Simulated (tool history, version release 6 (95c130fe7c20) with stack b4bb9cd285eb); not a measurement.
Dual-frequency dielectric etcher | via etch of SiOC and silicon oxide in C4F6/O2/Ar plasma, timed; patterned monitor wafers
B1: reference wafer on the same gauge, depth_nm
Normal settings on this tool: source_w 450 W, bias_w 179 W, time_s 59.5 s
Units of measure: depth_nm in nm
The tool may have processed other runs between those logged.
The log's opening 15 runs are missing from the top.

run 16 hour=1116.8 | source_w=450 bias_w=179 time_s=59.5 | B1=77.3 | depth_nm=68.8
-- hour=1151.1 wet clean of the chamber
run 17 hour=1190.2 | source_w=520 bias_w=142 time_s=46.5 | B1=77.3 | depth_nm=52.1
-- hour=1227.6 gauge calibrated
run 18 hour=1296.9 | source_w=450 bias_w=179 time_s=65.0 | B1=77.3 | depth_nm=72.2
run 19 hour=1358.5 | source_w=450 bias_w=179 time_s=59.5 | B1=77.3 | depth_nm=66.2
run 20 hour=1457.9 | source_w=450 bias_w=179 time_s=59.5 | B1=77.3 | depth_nm=66.7
run 21 hour=1513.3 | source_w=450 bias_w=179 time_s=59.5 | B1=77.4 | depth_nm=67.1
run 22 hour=1578.3 | source_w=360 bias_w=179 time_s=74.0 | B1=77.3 | depth_nm=75.6
run 23 hour=1624.3 | source_w=380 bias_w=199 time_s=72.5 | B1=77.3 | depth_nm=77.7
run 24 hour=1726.1 | source_w=380 bias_w=179 time_s=43.0 | B1=77.3 | depth_nm=45.3
run 25 hour=1792.5 | source_w=450 bias_w=179 time_s=59.5 | B1=77.3 | depth_nm=67.8
-- hour=1959.2 wet clean of the chamber
run 26 hour=2097.7 | source_w=450 bias_w=179 time_s=59.5 | B1=77.3 | depth_nm=64.3
run 27 hour=2153.6 | source_w=370 bias_w=213 time_s=75.5 | B1=77.3 | depth_nm=79.2
run 28 hour=2235.5 | source_w=480 bias_w=210 time_s=74.0 | B1=77.4 | depth_nm=86.7
run 29 hour=2314.0 | source_w=450 bias_w=179 time_s=52.0 | B1=77.3 | depth_nm=57.4
run 30 hour=2370.8 | source_w=400 bias_w=141 time_s=73.0 | B1=77.3 | depth_nm=72.4

Branching from run 30: 4 alternative next runs. What would each branch give?
run A hour=2371.2 | source_w=450 bias_w=179 time_s=59.5 | B1=? | depth_nm=?
run B hour=2371.2 | source_w=450 bias_w=168 time_s=73.5 | B1=? | depth_nm=?
run C hour=2371.2 | source_w=530 bias_w=141 time_s=67.5 | B1=? | depth_nm=?
run D hour=2371.2 | source_w=380 bias_w=143 time_s=59.5 | B1=? | depth_nm=?

run=A B1=77.3 depth_nm=66.0
run=B B1=77.3 depth_nm=80.3
run=C B1=77.3 depth_nm=76.3
run=D B1=77.3 depth_nm=57.9
What these runs would have given with no unlogged condition in the tool:
run=A depth_nm=65.9
run=B depth_nm=80.1
run=C depth_nm=76.2
run=D depth_nm=57.8

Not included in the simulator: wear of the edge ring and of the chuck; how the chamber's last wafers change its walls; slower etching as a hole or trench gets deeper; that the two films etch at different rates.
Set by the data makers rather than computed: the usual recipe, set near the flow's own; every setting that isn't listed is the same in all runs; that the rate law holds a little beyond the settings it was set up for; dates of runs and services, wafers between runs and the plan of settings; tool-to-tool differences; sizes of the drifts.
